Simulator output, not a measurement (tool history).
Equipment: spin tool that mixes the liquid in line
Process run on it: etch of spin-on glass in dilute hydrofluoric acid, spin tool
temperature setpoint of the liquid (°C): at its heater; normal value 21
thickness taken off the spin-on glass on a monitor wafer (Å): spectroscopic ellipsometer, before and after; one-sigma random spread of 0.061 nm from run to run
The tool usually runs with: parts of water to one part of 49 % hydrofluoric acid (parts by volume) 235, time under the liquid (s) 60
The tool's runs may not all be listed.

run    hour  temperature setpoint of the liquid (°C)  parts of water to one part of 49 % hydrofluoric acid (parts by volume)  time under the liquid (s)  read-back film thickness of the spin-on glass reference wafer, read on the same gauge (nm)  thickness taken off the spin-on glass on a monitor wafer (Å)
  1       0                                       21                                                                     290                         60                                                                                      109.99                                                          72.3
       35.4  -- thermometer replaced
  2    58.7                                     24.5                                                                     235                         60                                                                                      110.01                                                         106.3
  3    97.6                                       24                                                                     235                         60                                                                                      110.01                                                         103.8
  4   185.3                                       24                                                                     235                         60                                                                                      109.99                                                         103.9
  5   212.8                                       21                                                                     235                         60                                                                                      110.05                                                          93.1
  6   273.4                                       21                                                                     235                         60                                                                                      109.98                                                          92.8
  7   301.7                                       21                                                                     235                         60                                                                                      110.02                                                          93.1
  8     350                                       21                                                                     235                         60                                                                                      110.02                                                          93.2
      356.8  -- hydrofluoric acid flow meter replaced
  9   443.1                                       21                                                                     270                         60                                                                                      109.99                                                          77.3
 10     471                                       21                                                                     270                         60                                                                                      109.99                                                          78.7
 11     508                                       25                                                                     235                         60                                                                                      110.01                                                         107.3
 12   551.9                                       21                                                                     280                         60                                                                                      110.02                                                          74.4
 13   612.6                                       21                                                                     140                         60                                                                                      110.03                                                         171.7
      671.9  -- gauge calibrated
 14   682.4                                       17                                                                     320                         95                                                                                      109.99                                                          85.6
 15   735.4                                     23.5                                                                     340                         80                                                                                      109.97                                                          84.6
 16   785.1                                       23                                                                     330                         30                                                                                      109.98                                                          32.7
 17   822.6                                       21                                                                     235                         60                                                                                         110                                                          92.9
 18   883.2                                       23                                                                     330                         30                                                                                      109.99                                                          32.6
 19   941.4                                       21                                                                     235                         60                                                                                         110                                                          91.9
 20   969.9                                       21                                                                     235                         35                                                                                      110.02                                                          54.1
     1007.2  -- hydrofluoric acid flow meter replaced
 21  1014.9                                       21                                                                     235                         60                                                                                         110                                                          92.4
 22  1066.5                                       21                                                                     235                         30                                                                                      110.02                                                          46.3
 23    1129                                     17.5                                                                     135                         60                                                                                      110.01                                                         156.7
 24  1154.4                                       21                                                                     235                         60                                                                                      110.01                                                            93
 25    1184                                     25.5                                                                     350                         60                                                                                         110                                                          65.3
 26  1246.1                                       21                                                                     235                         75                                                                                      110.01                                                         116.8
 27  1300.7                                       21                                                                     235                         60                                                                                      110.01                                                          93.1
 28  1362.6                                       21                                                                     235                         60                                                                                      109.99                                                          92.6
 29  1423.6                                       21                                                                     235                         80                                                                                      109.95                                                         123.9
 30  1488.6                                       21                                                                     235                         60                                                                                      110.02                                                          92.7
 31    1532                                       23                                                                     125                         45                                                                                         110                                                         157.2
     1575.6  -- hydrofluoric acid flow meter replaced
 32    1601                                       17                                                                     235                         60                                                                                      110.02                                                          79.6
 33  1628.3                                       21                                                                     235                         85                                                                                      110.04                                                         133.5
 34  1670.5                                     19.5                                                                     235                         60                                                                                      110.01                                                          88.9
 35  1698.9                                       21                                                                     235                         60                                                                                      109.98                                                          92.9

3 options for the next run, each taken on its own from the tool as it stands now. Forecast them:
  A  1699.3                                       21                                                                     235                         60                                                                                           ?                                                             ?
  B  1699.3                                       23                                                                     235                         35                                                                                           ?                                                             ?
  C  1699.3                                       19                                                                     235                         35                                                                                           ?                                                             ?

run  read-back film thickness of the spin-on glass reference wafer, read on the same gauge (nm)  thickness taken off the spin-on glass on a monitor wafer (Å)
  A                                                                                      110.02                                                          92.6
  B                                                                                      110.02                                                          58.2
  C                                                                                      110.02                                                          50.1
With no hidden state in the tool, these same runs would have given:
run  thickness taken off the spin-on glass on a monitor wafer (Å)
  A                                                          92.6
  B                                                          58.2
  C                                                          50.1
